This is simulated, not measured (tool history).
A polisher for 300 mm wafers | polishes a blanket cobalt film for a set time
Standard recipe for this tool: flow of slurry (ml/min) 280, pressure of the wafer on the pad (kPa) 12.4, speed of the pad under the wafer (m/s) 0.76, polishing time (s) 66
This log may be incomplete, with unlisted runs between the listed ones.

run	day	flow of slurry (ml/min)	pressure of the wafer on the pad (kPa)	speed of the pad under the wafer (m/s)	polishing time (s)	wafers since the last listed run	wafers polished on this pad	hours since the slurry nozzle was cleaned	hours since the head pressure was calibrated	incoming thickness of the incoming film, nm	film removed (nm)
1	0	280	9.7	0.76	66	0	200	162.4	1007.9	856.5	199.3
2	0.975	280	9.7	0.76	66	137	337	185.8	1031.3	841.5	198.6
# day 3.962: worn pad replaced by a new one
3	3.983	255	12.4	0.94	66	400	2	258	1103.5	860.3	305.1
4	4.846	255	12.4	0.94	66	121	124	278.7	1124.2	865.7	309.8
5	5.546	225	14.5	0.76	66	98	222	295.5	1141	855.2	281.5
6	6.742	280	12.4	0.76	66	168	391	324.2	1169.7	848.3	252.6
# day 8.129: head pressure recalibrated
7	8.188	280	12.4	0.76	66	191	583	358.9	1.4	845.4	225.9
8	9.254	280	12.4	0.76	66	150	733	384.5	27	848.1	230.8
9	10.238	280	12.4	0.76	66	138	872	408.1	50.6	847	231.9
# day 10.492: worn pad replaced by a new one
10	10.783	280	12.4	0.76	66	53	41	421.2	63.7	847.1	229.5
11	12.129	280	12.4	0.76	66	189	230	453.5	96	844.5	235.8
12	13.025	315	14.5	0.86	45	126	356	475	117.5	844	212.9
13	14.517	225	14.5	0.76	66	210	567	510.8	153.3	842.4	265.3
14	15.967	280	14.5	0.68	43	204	771	545.6	188.1	865.3	160.4
# day 16.217: worn pad replaced by a new one
# day 16.812: slurry nozzle cleaned
15	16.833	280	10.3	0.76	66	92	80	0.5	208.9	860.8	201.4
16	18.046	280	12.4	0.76	54	170	251	29.6	238	845.4	194.6
17	21.012	380	12.4	0.82	59	417	669	100.8	309.2	850	243.7
# day 21.671: worn pad replaced by a new one
18	21.908	280	12.4	0.76	47	102	33	122.3	330.7	864.8	171.8
19	22.8	245	12.4	0.5	66	125	158	143.7	352.1	840.1	157.8
20	23.654	280	12.4	0.76	66	120	279	164.2	372.6	848.8	242.9
21	24.796	375	11	0.7	83	160	440	191.6	400	859.8	258

3 options for the next run, each taken on its own from the tool as it stands now. Forecast them:
A	24.812	280	12.4	0.76	66	2	442	192	400.4	843.9	?
B	24.812	280	10.3	0.6	66	2	442	192	400.4	843.9	?
C	24.812	325	10.3	1	66	2	442	192	400.4	843.9	?

run	film removed (nm)
A	238
B	159.4
C	268.2
Stripped of hidden state, with their random variation kept, the same runs would have yielded:
run	film removed (nm)
A	220.4
B	147.7
C	248.4
